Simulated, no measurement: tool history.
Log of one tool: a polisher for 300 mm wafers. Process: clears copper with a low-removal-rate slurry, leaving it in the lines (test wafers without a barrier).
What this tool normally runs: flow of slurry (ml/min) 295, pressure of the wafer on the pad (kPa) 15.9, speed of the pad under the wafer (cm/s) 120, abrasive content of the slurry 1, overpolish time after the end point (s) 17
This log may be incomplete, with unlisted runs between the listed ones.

run	hour	flow of slurry (ml/min)	pressure of the wafer on the pad (kPa)	speed of the pad under the wafer (cm/s)	abrasive content of the slurry	overpolish time after the end point (s)	incoming thickness of the incoming film, nm	time until the end point was called (s)	dishing of a wide line in a test structure (Å)
1	0	295	15.9	120	1	17	343.5	150.5	276
# hour 7.1: worn pad replaced by a new one
2	17	295	15.9	120	1	17	341.9	152.7	271
3	34.2	295	13.8	120	1	17	344.4	171.2	245
4	58.3	295	13.8	120	1	17	347.9	172.9	245
5	77.9	295	15.9	120	1	17	345.6	154.7	279
6	92.4	295	15.9	120	1	17	343.5	152.7	276
7	114.4	295	15.9	120	1	17	345.9	156.1	274
8	145.6	295	15.9	120	1	17	338.3	149.2	272
9	158.6	295	15.9	110	1	17	345.5	168.8	256
# hour 192.9: slurry blender recalibrated
10	194.1	295	15.9	130	1	17	345.8	145.9	294
# hour 201.3: worn pad replaced by a new one
11	211.3	365	15.9	120	1	17	348.5	156.4	274
12	238.2	365	15.9	120	1	17	340.8	153.3	272
13	271.5	365	15.9	120	1	17	348.3	155.7	272
# hour 273.8: head pressure recalibrated
14	286	295	20.7	134	0.9	22	342.3	105.4	482
15	314.5	345	15.9	120	1	17	342.1	137.2	303
16	331	295	20	120	1	25	341.3	121.8	485
17	344.9	245	11	152	0.85	17	348.5	158.6	271
18	380.4	295	18.6	120	1	17	348.3	131.7	321
# hour 384: slurry nozzle cleaned
# hour 387: worn pad replaced by a new one
19	396.4	195	15.9	102	0.9	10	342.3	182.7	146
20	420.4	295	15.9	120	1.25	17	341.9	135.8	307
# hour 453.1: slurry blender recalibrated
21	455.9	295	15.9	120	1.3	17	344	135.2	306
22	473.4	295	15.9	136	1.25	17	340.1	120.1	337
23	506.4	295	15.9	156	1	17	341.6	110.9	365
24	524.1	295	15.9	136	1.25	17	351.2	123.4	338
25	540.8	295	15.9	92	1	17	340.4	184.2	222
26	565	295	15.9	138	1	17	347.3	126.6	329
# hour 574.2: worn pad replaced by a new one
27	591.1	295	15.9	120	1	17	345.1	150.4	293
28	617.1	295	15.9	120	1	17	339.5	145.8	296
29	651.2	365	15.9	120	1	17	343.9	143.7	288

3 ways to go on from here, each from the tool as it stands after run 29. What would each give?
A	651.7	295	15.9	120	1	10	345.5	?	?
B	651.7	245	19.3	120	1	21	345.5	?	?
C	651.7	360	15.9	120	0.8	10	345.5	?	?

run	time until the end point was called (s)	dishing of a wide line in a test structure (Å)
A	148.4	176
B	129.6	390
C	154.1	170
With no hidden state in the tool, these same runs would have given:
run	time until the end point was called (s)	dishing of a wide line in a test structure (Å)
A	144.5	180
B	126.2	399
C	150.1	174
